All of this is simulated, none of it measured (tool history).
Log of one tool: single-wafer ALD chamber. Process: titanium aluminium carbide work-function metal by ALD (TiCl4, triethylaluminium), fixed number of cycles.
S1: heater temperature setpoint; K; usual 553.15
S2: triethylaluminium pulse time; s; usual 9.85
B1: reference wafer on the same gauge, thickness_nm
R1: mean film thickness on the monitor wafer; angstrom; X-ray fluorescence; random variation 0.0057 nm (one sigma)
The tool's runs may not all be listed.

Run 1, hour 0.0: usual settings; B1 1.780. Result: R1 18.00 angstrom.
Run 2, hour 41.5: usual settings; B1 1.779. Result: R1 17.92 angstrom.
Run 3, hour 98.4: usual settings but S1 561.15 K; B1 1.778. Result: R1 18.50 angstrom.
Run 4, hour 124.1: usual settings but S1 561.15 K; B1 1.779. Result: R1 18.39 angstrom.
Run 5, hour 182.8: usual settings but S1 561.15 K; B1 1.780. Result: R1 18.49 angstrom.
Run 6, hour 234.0: usual settings; B1 1.781. Result: R1 17.76 angstrom.
Run 7, hour 290.7: usual settings but S1 549.15 K; B1 1.781. Result: R1 17.56 angstrom.
Run 8, hour 353.1: usual settings but S1 567.15 K, S2 7.68 s; B1 1.778. Result: R1 18.42 angstrom.
At hour 375.4: thermocouple changed; heater temperature recalibrated.
Run 9, hour 405.9: usual settings but S1 544.15 K, S2 12.14 s; B1 1.780. Result: R1 17.85 angstrom.
At hour 419.5: triethylaluminium bottle replaced.
At hour 427.1: showerhead replaced.
Run 10, hour 475.2: usual settings; B1 1.779. Result: R1 18.28 angstrom.
At hour 493.3: gauge calibrated.
Run 11, hour 545.6: usual settings but S1 540.15 K, S2 7.97 s; B1 1.782. Result: R1 17.01 angstrom.
Run 12, hour 572.8: usual settings but S1 538.15 K, S2 6.76 s; B1 1.780. Result: R1 16.45 angstrom.
Run 13, hour 629.3: usual settings; B1 1.781. Result: R1 18.25 angstrom.
Run 14, hour 695.3: usual settings but S2 6.04 s; B1 1.780. Result: R1 17.35 angstrom.

The same runs without the tool's hidden state, with the same run-to-run variation:
The hidden state here: wafer temperature above the value expected at the setpoint (K); triethylaluminium dose above that of a fresh bottle (%); gauge reads high (%).
run     R1
  1  18.31
  2  18.26
  3  18.87
  4  18.78
  5  18.92
  6  18.23
  7  18.07
  8  18.97
  9  17.82
 10  18.26
 11  16.99
 12  16.44
 13  18.25
 14  17.37
